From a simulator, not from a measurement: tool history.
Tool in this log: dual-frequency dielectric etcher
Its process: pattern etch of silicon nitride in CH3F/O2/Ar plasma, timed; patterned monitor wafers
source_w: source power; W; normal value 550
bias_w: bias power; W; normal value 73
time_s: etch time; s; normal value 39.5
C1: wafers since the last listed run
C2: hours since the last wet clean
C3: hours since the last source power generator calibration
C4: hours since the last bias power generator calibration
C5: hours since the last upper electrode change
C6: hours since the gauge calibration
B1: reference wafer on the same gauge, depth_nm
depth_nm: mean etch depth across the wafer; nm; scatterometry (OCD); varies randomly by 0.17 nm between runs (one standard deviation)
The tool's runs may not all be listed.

{"run": 1, "day": 0.0, "source_w": 550, "bias_w": 73, "time_s": 39.5, "C1": 0, "C2": 419.2, "C3": 2438, "C4": 3101.8, "C5": 3658.9, "C6": 543.7, "B1": 27.1, "depth_nm": 32.17}
{"run": 2, "day": 1.208, "source_w": 550, "bias_w": 73, "time_s": 39.5, "C1": 515, "C2": 448.2, "C3": 2467, "C4": 3130.8, "C5": 3687.9, "C6": 572.7, "B1": 27.14, "depth_nm": 32.09}
{"day": 3.967, "done": "wet clean of the chamber"}
{"run": 3, "day": 3.988, "source_w": 640, "bias_w": 62, "time_s": 39.5, "C1": 759, "C2": 0.5, "C3": 2533.7, "C4": 3197.5, "C5": 3754.6, "C6": 639.4, "B1": 27.13, "depth_nm": 32.61}
{"run": 4, "day": 4.471, "source_w": 550, "bias_w": 73, "time_s": 39.5, "C1": 206, "C2": 12.1, "C3": 2545.3, "C4": 3209.1, "C5": 3766.2, "C6": 651, "B1": 27.08, "depth_nm": 32.14}
{"run": 5, "day": 5.946, "source_w": 550, "bias_w": 73, "time_s": 39.5, "C1": 629, "C2": 47.5, "C3": 2580.7, "C4": 3244.5, "C5": 3801.6, "C6": 686.4, "B1": 26.94, "depth_nm": 31.98}
{"run": 6, "day": 8.896, "source_w": 450, "bias_w": 73, "time_s": 39.5, "C1": 1259, "C2": 118.3, "C3": 2651.5, "C4": 3315.3, "C5": 3872.4, "C6": 757.2, "B1": 27, "depth_nm": 29.62}
{"run": 7, "day": 10.625, "source_w": 550, "bias_w": 73, "time_s": 39.5, "C1": 737, "C2": 159.8, "C3": 2693, "C4": 3356.8, "C5": 3913.9, "C6": 798.7, "B1": 26.9, "depth_nm": 31.83}
{"run": 8, "day": 12.512, "source_w": 550, "bias_w": 73, "time_s": 39.5, "C1": 805, "C2": 205.1, "C3": 2738.3, "C4": 3402.1, "C5": 3959.2, "C6": 844, "B1": 26.94, "depth_nm": 31.73}
{"day": 14.408, "done": "bias power generator calibrated"}
{"run": 9, "day": 14.7, "source_w": 550, "bias_w": 73, "time_s": 39.5, "C1": 862, "C2": 257.6, "C3": 2790.8, "C4": 7, "C5": 4011.7, "C6": 896.5, "B1": 26.9, "depth_nm": 32.21}
{"run": 10, "day": 16.146, "source_w": 550, "bias_w": 73, "time_s": 44.5, "C1": 617, "C2": 292.3, "C3": 2825.5, "C4": 41.7, "C5": 4046.4, "C6": 931.2, "B1": 26.92, "depth_nm": 35.84}
{"run": 11, "day": 18.125, "source_w": 600, "bias_w": 73, "time_s": 39.5, "C1": 844, "C2": 339.8, "C3": 2873, "C4": 89.2, "C5": 4093.9, "C6": 978.7, "B1": 26.82, "depth_nm": 32.9}
{"run": 12, "day": 20.308, "source_w": 550, "bias_w": 73, "time_s": 39.5, "C1": 931, "C2": 392.2, "C3": 2925.4, "C4": 141.6, "C5": 4146.3, "C6": 1031.1, "B1": 26.86, "depth_nm": 31.94}
{"run": 13, "day": 21.371, "source_w": 550, "bias_w": 73, "time_s": 39.5, "C1": 453, "C2": 417.7, "C3": 2950.9, "C4": 167.1, "C5": 4171.8, "C6": 1056.6, "B1": 26.81, "depth_nm": 32.09}
{"run": 14, "day": 23.929, "source_w": 550, "bias_w": 73, "time_s": 39.5, "C1": 1091, "C2": 479.1, "C3": 3012.3, "C4": 228.5, "C5": 4233.2, "C6": 1118, "B1": 26.91, "depth_nm": 31.77}
{"run": 15, "day": 24.946, "source_w": 550, "bias_w": 63, "time_s": 42.5, "C1": 433, "C2": 503.5, "C3": 3036.7, "C4": 252.9, "C5": 4257.6, "C6": 1142.4, "B1": 26.84, "depth_nm": 32.78}
{"run": 16, "day": 26.683, "source_w": 550, "bias_w": 73, "time_s": 39.5, "C1": 741, "C2": 545.2, "C3": 3078.4, "C4": 294.6, "C5": 4299.3, "C6": 1184.1, "B1": 26.79, "depth_nm": 31.53}
{"day": 27.692, "done": "wet clean of the chamber"}
{"run": 17, "day": 27.996, "source_w": 550, "bias_w": 73, "time_s": 39.5, "C1": 133, "C2": 7.3, "C3": 3109.9, "C4": 326.1, "C5": 4330.8, "C6": 1215.6, "B1": 26.79, "depth_nm": 31.63}
{"run": 18, "day": 29.65, "source_w": 550, "bias_w": 73, "time_s": 48, "C1": 705, "C2": 47, "C3": 3149.6, "C4": 365.8, "C5": 4370.5, "C6": 1255.3, "B1": 26.75, "depth_nm": 38.24}
{"day": 32.654, "done": "upper electrode replaced"}
{"run": 19, "day": 32.675, "source_w": 550, "bias_w": 73, "time_s": 39.5, "C1": 864, "C2": 119.6, "C3": 3222.2, "C4": 438.4, "C5": 0.5, "C6": 1327.9, "B1": 26.84, "depth_nm": 31.92}
{"run": 20, "day": 34.142, "source_w": 410, "bias_w": 79, "time_s": 29.5, "C1": 625, "C2": 154.8, "C3": 3257.4, "C4": 473.6, "C5": 35.7, "C6": 1363.1, "B1": 26.85, "depth_nm": 21.4}
{"day": 34.571, "done": "source power generator calibrated"}
{"day": 34.771, "done": "gauge calibrated"}
{"run": 21, "day": 36.388, "source_w": 630, "bias_w": 81, "time_s": 39.5, "C1": 887, "C2": 208.7, "C3": 43.6, "C4": 527.5, "C5": 89.6, "C6": 38.8, "B1": 28.05, "depth_nm": 36.12}
{"run": 22, "day": 37.792, "source_w": 550, "bias_w": 61, "time_s": 39.5, "C1": 599, "C2": 242.4, "C3": 77.3, "C4": 561.2, "C5": 123.3, "C6": 72.5, "B1": 27.9, "depth_nm": 31.32}
{"run": 23, "day": 38.85, "source_w": 410, "bias_w": 85, "time_s": 45, "C1": 451, "C2": 267.8, "C3": 102.7, "C4": 586.6, "C5": 148.7, "C6": 97.9, "B1": 27.8, "depth_nm": 35.29}
{"run": 24, "day": 40.604, "source_w": 460, "bias_w": 58, "time_s": 44.5, "C1": 748, "C2": 309.9, "C3": 144.8, "C4": 628.7, "C5": 190.8, "C6": 140, "B1": 27.84, "depth_nm": 32.37}
{"run": 25, "day": 42.017, "source_w": 550, "bias_w": 73, "time_s": 39.5, "C1": 602, "C2": 343.8, "C3": 178.7, "C4": 662.6, "C5": 224.7, "C6": 173.9, "B1": 27.65, "depth_nm": 33.05}
{"run": 26, "day": 44.392, "source_w": 640, "bias_w": 68, "time_s": 39.5, "C1": 1013, "C2": 400.8, "C3": 235.7, "C4": 719.6, "C5": 281.7, "C6": 230.9, "B1": 27.55, "depth_nm": 34.14}
{"day": 47.004, "done": "wet clean of the chamber"}
{"run": 27, "day": 47.379, "source_w": 510, "bias_w": 65, "time_s": 44, "C1": 848, "C2": 9, "C3": 307.4, "C4": 791.3, "C5": 353.4, "C6": 302.6, "B1": 27.45, "depth_nm": 33.96}
{"run": 28, "day": 49.921, "source_w": 550, "bias_w": 67, "time_s": 31, "C1": 1084, "C2": 70, "C3": 368.4, "C4": 852.3, "C5": 414.4, "C6": 363.6, "B1": 27.41, "depth_nm": 25.07}
{"run": 29, "day": 52.667, "source_w": 550, "bias_w": 87, "time_s": 39.5, "C1": 1171, "C2": 135.9, "C3": 434.3, "C4": 918.2, "C5": 480.3, "C6": 429.5, "B1": 27.34, "depth_nm": 34.19}
{"run": 30, "day": 54.046, "source_w": 610, "bias_w": 62, "time_s": 39.5, "C1": 588, "C2": 169, "C3": 467.4, "C4": 951.3, "C5": 513.4, "C6": 462.6, "B1": 27.24, "depth_nm": 32.21}
{"run": 31, "day": 55.854, "source_w": 510, "bias_w": 65, "time_s": 44, "C1": 771, "C2": 212.4, "C3": 510.8, "C4": 994.7, "C5": 556.8, "C6": 506, "B1": 27.32, "depth_nm": 33.61}

Branching from run 31: 3 alternative next runs. What would each branch give?
{"run": "A", "day": 55.871, "source_w": 550, "bias_w": 62, "time_s": 39.5, "C1": 7, "C2": 212.8, "C3": 511.2, "C4": 995.1, "C5": 557.2, "C6": 506.4, "B1": "?", "depth_nm": "?"}
{"run": "B", "day": 55.871, "source_w": 510, "bias_w": 73, "time_s": 39.5, "C1": 7, "C2": 212.8, "C3": 511.2, "C4": 995.1, "C5": 557.2, "C6": 506.4, "B1": "?", "depth_nm": "?"}
{"run": "C", "day": 55.871, "source_w": 550, "bias_w": 63, "time_s": 50, "C1": 7, "C2": 212.8, "C3": 511.2, "C4": 995.1, "C5": 557.2, "C6": 506.4, "B1": "?", "depth_nm": "?"}

run=A B1=27.18 depth_nm=30.78
run=B B1=27.18 depth_nm=31.27
run=C B1=27.18 depth_nm=39.14
With the hidden condition removed and each run's random variation left untouched, the same runs would have given:
run=A depth_nm=31.75
run=B depth_nm=32.25
run=C depth_nm=40.37
